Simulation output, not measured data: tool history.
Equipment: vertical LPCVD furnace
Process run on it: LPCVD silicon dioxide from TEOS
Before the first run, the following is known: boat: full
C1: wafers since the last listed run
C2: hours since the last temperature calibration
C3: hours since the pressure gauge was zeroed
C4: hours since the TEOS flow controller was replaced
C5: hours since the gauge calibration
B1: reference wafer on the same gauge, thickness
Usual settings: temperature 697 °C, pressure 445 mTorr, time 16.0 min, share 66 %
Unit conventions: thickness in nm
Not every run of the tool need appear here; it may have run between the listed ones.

{"run": 1, "hour": 0.0, "temperature": 697, "pressure": 445, "time": 16.0, "share": 66, "C1": 0, "C2": 3392.0, "C3": 486.4, "C4": 3093.4, "C5": 1494.0, "B1": 141.0, "thickness": 128.54}
{"run": 2, "hour": 90.6, "temperature": 697, "pressure": 445, "time": 16.0, "share": 66, "C1": 1117, "C2": 3482.6, "C3": 577.0, "C4": 3184.0, "C5": 1584.6, "B1": 140.96, "thickness": 128.23}
{"run": 3, "hour": 138.8, "temperature": 697, "pressure": 445, "time": 16.0, "share": 66, "C1": 594, "C2": 3530.8, "C3": 625.2, "C4": 3232.2, "C5": 1632.8, "B1": 141.06, "thickness": 128.82}
{"run": 4, "hour": 217.0, "temperature": 697, "pressure": 445, "time": 16.0, "share": 66, "C1": 964, "C2": 3609.0, "C3": 703.4, "C4": 3310.4, "C5": 1711.0, "B1": 141.02, "thickness": 128.83}
{"run": 5, "hour": 324.6, "temperature": 697, "pressure": 445, "time": 16.0, "share": 66, "C1": 1326, "C2": 3716.6, "C3": 811.0, "C4": 3418.0, "C5": 1818.6, "B1": 141.02, "thickness": 127.81}
{"run": 6, "hour": 424.0, "temperature": 697, "pressure": 445, "time": 16.0, "share": 66, "C1": 1225, "C2": 3816.0, "C3": 910.4, "C4": 3517.4, "C5": 1918.0, "B1": 140.99, "thickness": 128.43}
{"run": 7, "hour": 497.1, "temperature": 697, "pressure": 445, "time": 16.0, "share": 66, "C1": 901, "C2": 3889.1, "C3": 983.5, "C4": 3590.5, "C5": 1991.1, "B1": 140.99, "thickness": 128.65}
{"hour": 574.4, "done": "thermocouples replaced and temperature profile calibrated"}
{"run": 8, "hour": 574.9, "temperature": 697, "pressure": 445, "time": 16.0, "share": 66, "C1": 663, "C2": 0.5, "C3": 1061.3, "C4": 3668.3, "C5": 2068.9, "B1": 141.03, "thickness": 128.44}
{"run": 9, "hour": 642.5, "temperature": 697, "pressure": 445, "time": 16.0, "share": 66, "C1": 833, "C2": 68.1, "C3": 1128.9, "C4": 3735.9, "C5": 2136.5, "B1": 140.96, "thickness": 128.42}
{"run": 10, "hour": 724.1, "temperature": 697, "pressure": 445, "time": 16.0, "share": 66, "C1": 1006, "C2": 149.7, "C3": 1210.5, "C4": 3817.5, "C5": 2218.1, "B1": 141.07, "thickness": 128.56}
{"run": 11, "hour": 769.2, "temperature": 697, "pressure": 445, "time": 16.0, "share": 66, "C1": 556, "C2": 194.8, "C3": 1255.6, "C4": 3862.6, "C5": 2263.2, "B1": 140.88, "thickness": 128.47}
{"run": 12, "hour": 821.8, "temperature": 697, "pressure": 445, "time": 16.0, "share": 66, "C1": 648, "C2": 247.4, "C3": 1308.2, "C4": 3915.2, "C5": 2315.8, "B1": 141.07, "thickness": 128.38}
{"run": 13, "hour": 881.1, "temperature": 697, "pressure": 445, "time": 16.0, "share": 66, "C1": 731, "C2": 306.7, "C3": 1367.5, "C4": 3974.5, "C5": 2375.1, "B1": 140.94, "thickness": 127.49}
{"run": 14, "hour": 935.5, "temperature": 707, "pressure": 530, "time": 16.0, "share": 74, "C1": 670, "C2": 361.1, "C3": 1421.9, "C4": 4028.9, "C5": 2429.5, "B1": 141.05, "thickness": 186.96}
{"run": 15, "hour": 987.4, "temperature": 697, "pressure": 445, "time": 16.0, "share": 66, "C1": 639, "C2": 413.0, "C3": 1473.8, "C4": 4080.8, "C5": 2481.4, "B1": 140.95, "thickness": 127.8}
{"run": 16, "hour": 1064.8, "temperature": 697, "pressure": 445, "time": 13.5, "share": 66, "C1": 954, "C2": 490.4, "C3": 1551.2, "C4": 4158.2, "C5": 2558.8, "B1": 140.93, "thickness": 107.65}
{"hour": 1153.7, "done": "TEOS flow controller replaced"}
{"run": 17, "hour": 1154.2, "temperature": 697, "pressure": 490, "time": 22.0, "share": 66, "C1": 806, "C2": 579.8, "C3": 1640.6, "C4": 0.5, "C5": 2648.2, "B1": 140.95, "thickness": 184.13}
{"hour": 1161.7, "done": "gauge calibrated"}
{"run": 18, "hour": 1239.7, "temperature": 697, "pressure": 445, "time": 16.0, "share": 66, "C1": 1054, "C2": 665.3, "C3": 1726.1, "C4": 86.0, "C5": 78.0, "B1": 141.09, "thickness": 128.1}
{"run": 19, "hour": 1301.7, "temperature": 697, "pressure": 445, "time": 16.0, "share": 66, "C1": 764, "C2": 727.3, "C3": 1788.1, "C4": 148.0, "C5": 140.0, "B1": 140.97, "thickness": 127.53}
{"run": 20, "hour": 1405.6, "temperature": 688, "pressure": 390, "time": 18.0, "share": 66, "C1": 1281, "C2": 831.2, "C3": 1892.0, "C4": 251.9, "C5": 243.9, "B1": 141.02, "thickness": 108.81}
{"run": 21, "hour": 1441.9, "temperature": 697, "pressure": 445, "time": 16.0, "share": 66, "C1": 447, "C2": 867.5, "C3": 1928.3, "C4": 288.2, "C5": 280.2, "B1": 140.96, "thickness": 127.32}
{"run": 22, "hour": 1735.5, "temperature": 689, "pressure": 445, "time": 16.0, "share": 79, "C1": 3620, "C2": 1161.1, "C3": 2221.9, "C4": 581.8, "C5": 573.8, "B1": 140.94, "thickness": 115.36}
{"run": 23, "hour": 1834.4, "temperature": 707, "pressure": 445, "time": 21.0, "share": 66, "C1": 1219, "C2": 1260.0, "C3": 2320.8, "C4": 680.7, "C5": 672.7, "B1": 140.99, "thickness": 211.05}
{"run": 24, "hour": 1942.2, "temperature": 697, "pressure": 515, "time": 16.0, "share": 60, "C1": 1329, "C2": 1367.8, "C3": 2428.6, "C4": 788.5, "C5": 780.5, "B1": 140.99, "thickness": 130.75}
{"hour": 1989.3, "done": "pressure gauge zeroed"}
{"run": 25, "hour": 2007.5, "temperature": 697, "pressure": 445, "time": 16.0, "share": 66, "C1": 509, "C2": 1433.1, "C3": 18.2, "C4": 853.8, "C5": 845.8, "B1": 140.98, "thickness": 128.27}
{"run": 26, "hour": 2064.6, "temperature": 700, "pressure": 535, "time": 16.0, "share": 66, "C1": 704, "C2": 1490.2, "C3": 75.3, "C4": 910.9, "C5": 902.9, "B1": 140.99, "thickness": 151.33}
{"run": 27, "hour": 2105.9, "temperature": 702, "pressure": 390, "time": 12.0, "share": 58, "C1": 509, "C2": 1531.5, "C3": 116.6, "C4": 952.2, "C5": 944.2, "B1": 141.07, "thickness": 95.02}
{"run": 28, "hour": 2199.4, "temperature": 687, "pressure": 400, "time": 18.0, "share": 53, "C1": 1152, "C2": 1625.0, "C3": 210.1, "C4": 1045.7, "C5": 1037.7, "B1": 141.05, "thickness": 96.92}
{"run": 29, "hour": 2297.6, "temperature": 686, "pressure": 530, "time": 22.0, "share": 66, "C1": 1210, "C2": 1723.2, "C3": 308.3, "C4": 1143.9, "C5": 1135.9, "B1": 140.99, "thickness": 148.57}
{"run": 30, "hour": 2354.7, "temperature": 686, "pressure": 525, "time": 19.5, "share": 74, "C1": 704, "C2": 1780.3, "C3": 365.4, "C4": 1201.0, "C5": 1193.0, "B1": 141.0, "thickness": 138.91}
{"run": 31, "hour": 2446.7, "temperature": 689, "pressure": 375, "time": 10.0, "share": 56, "C1": 1134, "C2": 1872.3, "C3": 457.4, "C4": 1293.0, "C5": 1285.0, "B1": 140.99, "thickness": 56.02}
{"run": 32, "hour": 2635.0, "temperature": 690, "pressure": 505, "time": 11.5, "share": 78, "C1": 2321, "C2": 2060.6, "C3": 645.7, "C4": 1481.3, "C5": 1473.3, "B1": 141.0, "thickness": 90.65}

Take each entry between the runs: how does the hidden state at the last listed run before it differ from the hidden state at the first listed run after it?
Logged between run 7 and run 8: thermocouples replaced and temperature profile calibrated (hour 574.4)
  true pressure minus gauge reading, mTorr: -1.18 -> -1.42
  measured value less the no-hidden-state value, thickness: -0.17 -> -0.21 nm
Logged between run 16 and run 17: TEOS flow controller replaced (hour 1153.7)
  true pressure minus gauge reading, mTorr: -3.42 -> -3.86
  measured value less the no-hidden-state value, thickness: -0.41 -> -0.73 nm
Logged between run 17 and run 18: gauge calibrated (hour 1161.7)
  true pressure minus gauge reading, mTorr: -3.86 -> -4.31
  measured value less the no-hidden-state value, thickness: -0.73 -> -0.62 nm
Logged between run 24 and run 25: pressure gauge zeroed (hour 1989.3)
  true pressure minus gauge reading, mTorr: -8.85 -> -0.727
  measured value less the no-hidden-state value, thickness: -1.14 -> -0.10 nm

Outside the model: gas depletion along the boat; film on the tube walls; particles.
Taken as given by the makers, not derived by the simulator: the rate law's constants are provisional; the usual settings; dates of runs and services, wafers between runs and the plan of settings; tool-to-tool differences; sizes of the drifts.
